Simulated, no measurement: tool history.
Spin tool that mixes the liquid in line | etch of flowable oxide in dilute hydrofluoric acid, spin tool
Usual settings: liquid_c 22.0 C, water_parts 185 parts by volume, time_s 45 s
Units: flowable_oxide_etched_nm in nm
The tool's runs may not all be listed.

run    hour  liquid_c  water_parts  time_s  wafers since the last listed run  hours since the thermometer was replaced  hours since the hydrofluoric acid flow meter was replaced  hours since the gauge calibration  read-back film thickness of the flowable oxide reference wafer, read on the same gauge (nm)  flowable_oxide_etched_nm
  1     0.0      22.0          185      45                                 0                                    1385.8                                                      262.0                             1488.9                                                                                        59.99                      8.02
  2    32.4      22.0          185      45                               280                                    1418.2                                                      294.4                             1521.3                                                                                        60.01                      7.97
  3    58.0      22.0          185      45                               221                                    1443.8                                                      320.0                             1546.9                                                                                        60.00                      7.90
  4   128.4      22.0          185      45                               609                                    1514.2                                                      390.4                             1617.3                                                                                        60.01                      7.95
  5   154.0      25.0          115      45                               221                                    1539.8                                                      416.0                             1642.9                                                                                        60.02                     15.54
  6   220.2      25.0          115      45                               573                                    1606.0                                                      482.2                             1709.1                                                                                        60.02                     15.84
  7   261.4      22.0          185      50                               356                                    1647.2                                                      523.4                             1750.3                                                                                        60.02                      8.98
      267.8  -- hydrofluoric acid flow meter replaced
  8   331.7      22.0          185      50                               600                                    1717.5                                                       63.9                             1820.6                                                                                        59.97                      8.87
  9   376.2      25.0          185      45                               385                                    1762.0                                                      108.4                             1865.1                                                                                        60.02                      9.00
 10   409.1      25.0          185      45                               285                                    1794.9                                                      141.3                             1898.0                                                                                        59.98                      9.10
 11   463.4      25.0          185      45                               470                                    1849.2                                                      195.6                             1952.3                                                                                        60.00                      9.01
 12   523.9      22.0          185      45                               524                                    1909.7                                                      256.1                             2012.8                                                                                        59.99                      8.02
 13   574.9      22.0          185      30                               441                                    1960.7                                                      307.1                             2063.8                                                                                        59.98                      5.38
 14   636.4      25.5          140      45                               532                                    2022.2                                                      368.6                             2125.3                                                                                        60.01                     13.07
 15   663.6      22.0          185      60                               235                                    2049.4                                                      395.8                             2152.5                                                                                        59.99                     10.83
 16   709.7      22.0          185      45                               399                                    2095.5                                                      441.9                             2198.6                                                                                        59.99                      8.20
      741.8  -- gauge calibrated
 17   765.8      22.0          110      55                               486                                    2151.6                                                      498.0                               24.0                                                                                        60.01                     18.52
      804.4  -- hydrofluoric acid flow meter replaced
 18   810.7      27.0          185      55                               380                                    2196.5                                                        6.3                               68.9                                                                                        60.00                     12.08
 19   859.8      22.0          185      25                               425                                    2245.6                                                       55.4                              118.0                                                                                        59.99                      4.57
      880.4  -- thermometer replaced
 20   944.3      22.0          185      45                               723                                      63.9                                                      139.9                              202.5                                                                                        60.00                      7.70
 21   974.9      22.0          185      45                               265                                      94.5                                                      170.5                              233.1                                                                                        60.01                      7.67
 22  1009.5      22.0          150      45                               299                                     129.1                                                      205.1                              267.7                                                                                        60.02                      9.97
 23  1067.1      17.0          265      20                               499                                     186.7                                                      262.7                              325.3                                                                                        60.00                      1.83
 24  1125.7      22.0          115      65                               507                                     245.3                                                      321.3                              383.9                                                                                        60.02                     19.46
 25  1168.9      19.0          185      45                               374                                     288.5                                                      364.5                              427.1                                                                                        59.99                      6.86
 26  1233.4      25.5          185      35                               558                                     353.0                                                      429.0                              491.6                                                                                        59.99                      6.85
 27  1282.6      22.0          185      45                               426                                     402.2                                                      478.2                              540.8                                                                                        60.01                      7.75
     1312.4  -- hydrofluoric acid flow meter replaced
 28  1325.1      19.0          245      20                               359                                     444.7                                                       12.7                              583.3                                                                                        59.99                      2.22
 29  1378.2      22.0          185      45                               460                                     497.8                                                       65.8                              636.4                                                                                        59.97                      7.87
 30  1403.6      18.5          120      45                               220                                     523.2                                                       91.2                              661.8                                                                                        59.97                     11.23
 31  1436.2      22.0          185      45                               282                                     555.8                                                      123.8                              694.4                                                                                        59.99                      7.83
 32  1474.6      22.0          185      45                               332                                     594.2                                                      162.2                              732.8                                                                                        59.98                      7.81
 33  1546.0      22.0          185      45                               618                                     665.6                                                      233.6                              804.2                                                                                        59.99                      7.84
 34  1577.2      22.0          185      45                               270                                     696.8                                                      264.8                              835.4                                                                                        60.01                      7.81

Hidden state at the last listed run before each entry between runs and at the first one after, where it differs:
Between runs 7 and 8: hydrofluoric acid flow meter replaced (hour 267.8)
  liquid hotter than its thermometer reads (K): 1.48 -> 1.54
  measured less the result without the state, flowable_oxide_etched_nm: +0.49 -> +0.50 nm
Between runs 16 and 17: gauge calibrated (hour 741.8)
  liquid hotter than its thermometer reads (K): 1.87 -> 1.92
  measured less the result without the state, flowable_oxide_etched_nm: +0.56 -> +1.36 nm
Between runs 17 and 18: hydrofluoric acid flow meter replaced (hour 804.4)
  liquid hotter than its thermometer reads (K): 1.92 -> 1.96
  measured less the result without the state, flowable_oxide_etched_nm: +1.36 -> +0.82 nm
Between runs 19 and 20: thermometer replaced (hour 880.4)
  liquid hotter than its thermometer reads (K): 2.01 -> 0.278
  measured less the result without the state, flowable_oxide_etched_nm: +0.33 -> +0.08 nm
Between runs 27 and 28: hydrofluoric acid flow meter replaced (hour 1312.4)
  liquid hotter than its thermometer reads (K): 0.578 -> 0.616
  measured less the result without the state, flowable_oxide_etched_nm: +0.17 -> +0.06 nm
